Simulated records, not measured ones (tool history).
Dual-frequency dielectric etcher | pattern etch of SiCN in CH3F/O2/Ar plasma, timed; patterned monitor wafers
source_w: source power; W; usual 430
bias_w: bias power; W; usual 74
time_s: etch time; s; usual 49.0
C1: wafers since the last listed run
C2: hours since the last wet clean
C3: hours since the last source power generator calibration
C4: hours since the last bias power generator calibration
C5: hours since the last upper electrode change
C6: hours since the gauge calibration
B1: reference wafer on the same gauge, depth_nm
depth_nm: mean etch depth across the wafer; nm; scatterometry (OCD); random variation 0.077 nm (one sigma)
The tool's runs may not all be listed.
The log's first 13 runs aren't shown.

{"run": 14, "hour": 885.1, "source_w": 390, "bias_w": 90, "time_s": 57.5, "C1": 1015, "C2": 221.4, "C3": 607.9, "C4": 358.2, "C5": 5675.5, "C6": 2146.4, "B1": 20.0, "depth_nm": 22.64}
{"run": 15, "hour": 933.3, "source_w": 430, "bias_w": 74, "time_s": 49.0, "C1": 885, "C2": 269.6, "C3": 656.1, "C4": 406.4, "C5": 5723.7, "C6": 2194.6, "B1": 19.99, "depth_nm": 18.31}
{"run": 16, "hour": 975.0, "source_w": 430, "bias_w": 74, "time_s": 54.5, "C1": 765, "C2": 311.3, "C3": 697.8, "C4": 448.1, "C5": 5765.4, "C6": 2236.3, "B1": 19.99, "depth_nm": 20.1}
{"run": 17, "hour": 1009.6, "source_w": 460, "bias_w": 92, "time_s": 55.0, "C1": 635, "C2": 345.9, "C3": 732.4, "C4": 482.7, "C5": 5800.0, "C6": 2270.9, "B1": 20.0, "depth_nm": 22.45}
{"hour": 1064.3, "done": "gauge calibrated"}
{"run": 18, "hour": 1080.1, "source_w": 520, "bias_w": 57, "time_s": 49.0, "C1": 1294, "C2": 416.4, "C3": 802.9, "C4": 553.2, "C5": 5870.5, "C6": 15.8, "B1": 19.98, "depth_nm": 17.51}
{"hour": 1135.5, "done": "upper electrode replaced"}
{"run": 19, "hour": 1151.3, "source_w": 430, "bias_w": 57, "time_s": 54.0, "C1": 866, "C2": 487.6, "C3": 874.1, "C4": 624.4, "C5": 15.8, "C6": 87.0, "B1": 19.99, "depth_nm": 18.44}
{"hour": 1187.4, "done": "wet clean of the chamber"}
{"run": 20, "hour": 1187.9, "source_w": 320, "bias_w": 63, "time_s": 49.0, "C1": 231, "C2": 0.5, "C3": 910.7, "C4": 661.0, "C5": 52.4, "C6": 123.6, "B1": 20.01, "depth_nm": 16.25}
{"run": 21, "hour": 1215.5, "source_w": 380, "bias_w": 80, "time_s": 38.0, "C1": 506, "C2": 28.1, "C3": 938.3, "C4": 688.6, "C5": 80.0, "C6": 151.2, "B1": 20.0, "depth_nm": 14.09}
{"run": 22, "hour": 1286.4, "source_w": 510, "bias_w": 64, "time_s": 49.0, "C1": 1302, "C2": 99.0, "C3": 1009.2, "C4": 759.5, "C5": 150.9, "C6": 222.1, "B1": 19.98, "depth_nm": 18.06}
{"run": 23, "hour": 1312.9, "source_w": 430, "bias_w": 74, "time_s": 49.0, "C1": 486, "C2": 125.5, "C3": 1035.7, "C4": 786.0, "C5": 177.4, "C6": 248.6, "B1": 20.02, "depth_nm": 18.2}
{"run": 24, "hour": 1337.9, "source_w": 400, "bias_w": 66, "time_s": 43.0, "C1": 459, "C2": 150.5, "C3": 1060.7, "C4": 811.0, "C5": 202.4, "C6": 273.6, "B1": 19.99, "depth_nm": 15.23}
{"run": 25, "hour": 1362.8, "source_w": 480, "bias_w": 62, "time_s": 62.5, "C1": 457, "C2": 175.4, "C3": 1085.6, "C4": 835.9, "C5": 227.3, "C6": 298.5, "B1": 19.99, "depth_nm": 22.57}
{"run": 26, "hour": 1407.2, "source_w": 430, "bias_w": 74, "time_s": 61.0, "C1": 815, "C2": 219.8, "C3": 1130.0, "C4": 880.3, "C5": 271.7, "C6": 342.9, "B1": 19.97, "depth_nm": 22.74}
{"run": 27, "hour": 1459.7, "source_w": 430, "bias_w": 79, "time_s": 61.0, "C1": 964, "C2": 272.3, "C3": 1182.5, "C4": 932.8, "C5": 324.2, "C6": 395.4, "B1": 20.01, "depth_nm": 23.21}
{"run": 28, "hour": 1522.5, "source_w": 520, "bias_w": 57, "time_s": 59.5, "C1": 1153, "C2": 335.1, "C3": 1245.3, "C4": 995.6, "C5": 387.0, "C6": 458.2, "B1": 19.99, "depth_nm": 21.34}
{"run": 29, "hour": 1558.2, "source_w": 430, "bias_w": 74, "time_s": 49.0, "C1": 655, "C2": 370.8, "C3": 1281.0, "C4": 1031.3, "C5": 422.7, "C6": 493.9, "B1": 20.01, "depth_nm": 18.09}
{"run": 30, "hour": 1611.3, "source_w": 390, "bias_w": 79, "time_s": 61.5, "C1": 975, "C2": 423.9, "C3": 1334.1, "C4": 1084.4, "C5": 475.8, "C6": 547.0, "B1": 19.99, "depth_nm": 23.08}
{"hour": 1695.5, "done": "wet clean of the chamber"}
{"run": 31, "hour": 1696.0, "source_w": 400, "bias_w": 80, "time_s": 39.0, "C1": 1114, "C2": 0.5, "C3": 1418.8, "C4": 1169.1, "C5": 560.5, "C6": 631.7, "B1": 19.99, "depth_nm": 14.67}

Forecast each of these 3 alternatives for the next run:
{"run": "A", "hour": 1696.4, "source_w": 430, "bias_w": 74, "time_s": 49.0, "C1": 7, "C2": 0.9, "C3": 1419.2, "C4": 1169.5, "C5": 560.9, "C6": 632.1, "B1": "?", "depth_nm": "?"}
{"run": "B", "hour": 1696.4, "source_w": 480, "bias_w": 67, "time_s": 55.5, "C1": 7, "C2": 0.9, "C3": 1419.2, "C4": 1169.5, "C5": 560.9, "C6": 632.1, "B1": "?", "depth_nm": "?"}
{"run": "C", "hour": 1696.4, "source_w": 430, "bias_w": 80, "time_s": 39.5, "C1": 7, "C2": 0.9, "C3": 1419.2, "C4": 1169.5, "C5": 560.9, "C6": 632.1, "B1": "?", "depth_nm": "?"}

run=A B1=19.98 depth_nm=18.14
run=B B1=19.98 depth_nm=20.39
run=C B1=19.98 depth_nm=15.03
Without the tool's hidden state the same runs would have given:
run=A depth_nm=18.14
run=B depth_nm=20.39
run=C depth_nm=15.03

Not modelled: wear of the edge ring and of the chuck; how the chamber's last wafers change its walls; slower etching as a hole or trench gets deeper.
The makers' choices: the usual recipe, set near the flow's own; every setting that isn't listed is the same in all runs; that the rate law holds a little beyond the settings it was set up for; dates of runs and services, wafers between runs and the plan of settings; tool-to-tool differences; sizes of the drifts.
